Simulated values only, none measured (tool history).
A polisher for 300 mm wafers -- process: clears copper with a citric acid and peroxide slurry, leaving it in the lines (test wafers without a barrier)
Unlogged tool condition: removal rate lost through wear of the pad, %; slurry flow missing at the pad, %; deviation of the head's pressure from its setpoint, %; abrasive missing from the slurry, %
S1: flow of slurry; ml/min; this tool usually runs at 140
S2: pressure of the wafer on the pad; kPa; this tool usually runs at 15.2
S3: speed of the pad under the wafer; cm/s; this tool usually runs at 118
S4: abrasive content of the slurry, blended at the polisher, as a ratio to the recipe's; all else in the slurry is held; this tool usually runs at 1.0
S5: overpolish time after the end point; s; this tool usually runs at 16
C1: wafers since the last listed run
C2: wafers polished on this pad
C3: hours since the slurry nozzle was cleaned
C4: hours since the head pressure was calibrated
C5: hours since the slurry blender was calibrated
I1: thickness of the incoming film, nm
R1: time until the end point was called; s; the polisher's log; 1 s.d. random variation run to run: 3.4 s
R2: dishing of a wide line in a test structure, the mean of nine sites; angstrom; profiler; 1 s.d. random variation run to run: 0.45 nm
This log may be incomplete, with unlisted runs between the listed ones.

Run 1, hour 0.0: usual settings but S3 102 cm/s; C1 0; C2 2073; C3 174.3; C4 921.6; C5 326.9; I1 315.6. Result: R1 222.2 s, R2 189 angstrom.
Run 2, hour 41.2: usual settings but S3 102 cm/s; C1 171; C2 2244; C3 215.5; C4 962.8; C5 368.1; I1 315.7. Result: R1 224.0 s, R2 190 angstrom.
At hour 90.3: head pressure recalibrated.
Run 3, hour 134.7: usual settings; C1 380; C2 2624; C3 309.0; C4 44.4; C5 461.6; I1 315.4. Result: R1 208.2 s, R2 199 angstrom.
At hour 212.0: worn pad replaced by a new one.
At hour 250.6: slurry blender recalibrated.
Run 4, hour 450.8: usual settings; C1 1287; C2 983; C3 625.1; C4 360.5; C5 200.2; I1 312.9. Result: R1 191.1 s, R2 221 angstrom.
At hour 501.2: slurry nozzle cleaned.
Run 5, hour 541.2: usual settings; C1 371; C2 1354; C3 40.0; C4 450.9; C5 290.6; I1 310.4. Result: R1 193.9 s, R2 207 angstrom.
Run 6, hour 639.3: usual settings; C1 407; C2 1762; C3 138.1; C4 549.0; C5 388.7; I1 316.8. Result: R1 191.5 s, R2 219 angstrom.
Run 7, hour 725.4: usual settings; C1 357; C2 2119; C3 224.2; C4 635.1; C5 474.8; I1 314.9. Result: R1 194.3 s, R2 221 angstrom.
At hour 800.9: slurry blender recalibrated.
Run 8, hour 811.3: usual settings; C1 348; C2 2468; C3 310.1; C4 721.0; C5 10.4; I1 318.0. Result: R1 194.6 s, R2 216 angstrom.
At hour 872.4: worn pad replaced by a new one.
Run 9, hour 876.7: usual settings; C1 255; C2 17; C3 375.5; C4 786.4; C5 75.8; I1 321.3. Result: R1 196.9 s, R2 227 angstrom.
At hour 893.2: head pressure recalibrated.
Run 10, hour 979.8: usual settings but S3 92 cm/s; C1 419; C2 437; C3 478.6; C4 86.6; C5 178.9; I1 310.1. Result: R1 265.2 s, R2 166 angstrom.
Run 11, hour 1031.2: usual settings but S1 125 ml/min; C1 213; C2 651; C3 530.0; C4 138.0; C5 230.3; I1 311.0. Result: R1 201.1 s, R2 200 angstrom.
At hour 1098.8: slurry nozzle cleaned.
Run 12, hour 1111.3: usual settings; C1 328; C2 979; C3 12.5; C4 218.1; C5 310.4; I1 310.2. Result: R1 198.3 s, R2 212 angstrom.
Run 13, hour 1214.4: usual settings; C1 428; C2 1407; C3 115.6; C4 321.2; C5 413.5; I1 315.6. Result: R1 194.5 s, R2 215 angstrom.
Run 14, hour 1297.7: usual settings but S2 11.0 kPa, S3 96 cm/s, S5 11 s; C1 345; C2 1753; C3 198.9; C4 404.5; C5 496.8; I1 316.8. Result: R1 330.7 s, R2 97 angstrom.
Run 15, hour 1369.6: usual settings; C1 298; C2 2052; C3 270.8; C4 476.4; C5 568.7; I1 312.0. Result: R1 193.7 s, R2 224 angstrom.
Run 16, hour 1419.1: usual settings but S3 76 cm/s, S5 6 s; C1 205; C2 2258; C3 320.3; C4 525.9; C5 618.2; I1 316.1. Result: R1 298.1 s, R2 58 angstrom.
At hour 1431.2: worn pad replaced by a new one.
At hour 1468.2: slurry blender recalibrated.
Run 17, hour 1487.1: usual settings but S4 1.2; C1 257; C2 223; C3 388.3; C4 593.9; C5 18.9; I1 313.5. Result: R1 181.6 s, R2 228 angstrom.

What will run 18 give?
Run 18, hour 1567.4: usual settings but S3 88 cm/s, S5 24 s; C1 333; C2 557; C3 468.6; C4 674.2; C5 99.2; I1 312.2. Result: R1 ?, R2 ?.

{"run 18": {"R1": 256.5, "R2": 234}}
Had the tool carried no hidden state, the very same run would have given R1 285.7 s, R2 213 angstrom.
